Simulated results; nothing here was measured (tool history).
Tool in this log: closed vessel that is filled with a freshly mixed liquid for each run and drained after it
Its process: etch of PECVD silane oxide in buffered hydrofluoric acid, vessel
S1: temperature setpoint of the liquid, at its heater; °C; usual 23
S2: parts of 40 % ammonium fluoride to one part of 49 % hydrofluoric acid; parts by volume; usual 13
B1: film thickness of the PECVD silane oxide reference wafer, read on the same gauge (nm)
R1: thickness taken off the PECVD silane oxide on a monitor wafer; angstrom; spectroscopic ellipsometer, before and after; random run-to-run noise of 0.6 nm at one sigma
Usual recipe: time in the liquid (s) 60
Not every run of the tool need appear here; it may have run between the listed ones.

run 1 day=0 | S1=23 S2=13 time_in_the_liquid_(s)=85 | B1=90.05 | R1=1576.2
run 2 day=0.75 | S1=23 S2=13 time_in_the_liquid_(s)=85 | B1=89.96 | R1=1575.3
run 3 day=1.4 | S1=23 S2=13 time_in_the_liquid_(s)=60 | B1=89.97 | R1=1103.8
run 4 day=1.712 | S1=23 S2=13 time_in_the_liquid_(s)=45 | B1=89.98 | R1=830.8
run 5 day=2.35 | S1=23 S2=13 time_in_the_liquid_(s)=45 | B1=89.95 | R1=828.3
run 6 day=3.067 | S1=23 S2=13 time_in_the_liquid_(s)=60 | B1=89.97 | R1=1085.7
run 7 day=3.642 | S1=23 S2=13 time_in_the_liquid_(s)=60 | B1=90 | R1=1105.6
run 8 day=4.188 | S1=23 S2=13 time_in_the_liquid_(s)=60 | B1=90.01 | R1=1101.6
-- day=5.125 hydrofluoric acid flow meter replaced
run 9 day=5.404 | S1=23 S2=13 time_in_the_liquid_(s)=60 | B1=90.01 | R1=1098.7
run 10 day=5.85 | S1=23 S2=13 time_in_the_liquid_(s)=60 | B1=90.01 | R1=1091.1
run 11 day=6.133 | S1=23 S2=13 time_in_the_liquid_(s)=60 | B1=89.98 | R1=1105.4
-- day=6.425 gauge calibrated
run 12 day=6.629 | S1=23 S2=13 time_in_the_liquid_(s)=60 | B1=90 | R1=1100.6
-- day=7.4 thermometer replaced
run 13 day=7.421 | S1=23 S2=13 time_in_the_liquid_(s)=60 | B1=89.97 | R1=1164.4
run 14 day=7.888 | S1=23 S2=13 time_in_the_liquid_(s)=60 | B1=90.01 | R1=1185
run 15 day=8.367 | S1=23 S2=13 time_in_the_liquid_(s)=60 | B1=90.04 | R1=1184.7
run 16 day=8.754 | S1=23 S2=13 time_in_the_liquid_(s)=60 | B1=89.99 | R1=1194.8
run 17 day=9.383 | S1=23 S2=13 time_in_the_liquid_(s)=60 | B1=89.99 | R1=1192.3
run 18 day=9.821 | S1=26.5 S2=16 time_in_the_liquid_(s)=60 | B1=90 | R1=1167.3
run 19 day=10.162 | S1=23 S2=13 time_in_the_liquid_(s)=60 | B1=90 | R1=1171.1
run 20 day=10.458 | S1=27.5 S2=10.5 time_in_the_liquid_(s)=75 | B1=90.01 | R1=2319.1
-- day=10.604 thermometer replaced, repeated, since the last time left the tool worse
run 21 day=10.962 | S1=23 S2=8 time_in_the_liquid_(s)=70 | B1=89.99 | R1=1807
run 22 day=11.329 | S1=21.5 S2=17 time_in_the_liquid_(s)=50 | B1=89.99 | R1=586.2
run 23 day=11.825 | S1=28 S2=9.5 time_in_the_liquid_(s)=40 | B1=90 | R1=1163.1
run 24 day=12.412 | S1=26.5 S2=14.5 time_in_the_liquid_(s)=85 | B1=89.97 | R1=1524.5
run 25 day=12.688 | S1=25.5 S2=13 time_in_the_liquid_(s)=60 | B1=89.98 | R1=1138.9
run 26 day=13.296 | S1=23 S2=13 time_in_the_liquid_(s)=60 | B1=89.98 | R1=992
run 27 day=13.55 | S1=27.5 S2=9.5 time_in_the_liquid_(s)=35 | B1=90.03 | R1=992.8
run 28 day=14.154 | S1=25.5 S2=10.5 time_in_the_liquid_(s)=30 | B1=89.99 | R1=699.8
run 29 day=14.608 | S1=26.5 S2=11 time_in_the_liquid_(s)=30 | B1=90.01 | R1=712.2
run 30 day=15.3 | S1=19.5 S2=10.5 time_in_the_liquid_(s)=60 | B1=89.99 | R1=1019.9
run 31 day=15.721 | S1=25 S2=13 time_in_the_liquid_(s)=60 | B1=89.95 | R1=1105
run 32 day=16.254 | S1=27 S2=13 time_in_the_liquid_(s)=85 | B1=90 | R1=1753.1

Branching from run 32: 4 alternative next runs. What would each branch give?
run A day=16.283 | S1=23 S2=13 time_in_the_liquid_(s)=60 | B1=? | R1=?
run B day=16.283 | S1=18.5 S2=16.5 time_in_the_liquid_(s)=40 | B1=? | R1=?
run C day=16.283 | S1=23 S2=11 time_in_the_liquid_(s)=60 | B1=? | R1=?
run D day=16.283 | S1=28 S2=11.5 time_in_the_liquid_(s)=90 | B1=? | R1=?

run=A B1=90.03 R1=1001.2
run=B B1=90.03 R1=410.9
run=C B1=90.03 R1=1178.8
run=D B1=90.03 R1=2217.6
What these runs would have given with no unlogged condition in the tool:
run=A R1=993
run=B R1=407.4
run=C R1=1169.1
run=D R1=2200

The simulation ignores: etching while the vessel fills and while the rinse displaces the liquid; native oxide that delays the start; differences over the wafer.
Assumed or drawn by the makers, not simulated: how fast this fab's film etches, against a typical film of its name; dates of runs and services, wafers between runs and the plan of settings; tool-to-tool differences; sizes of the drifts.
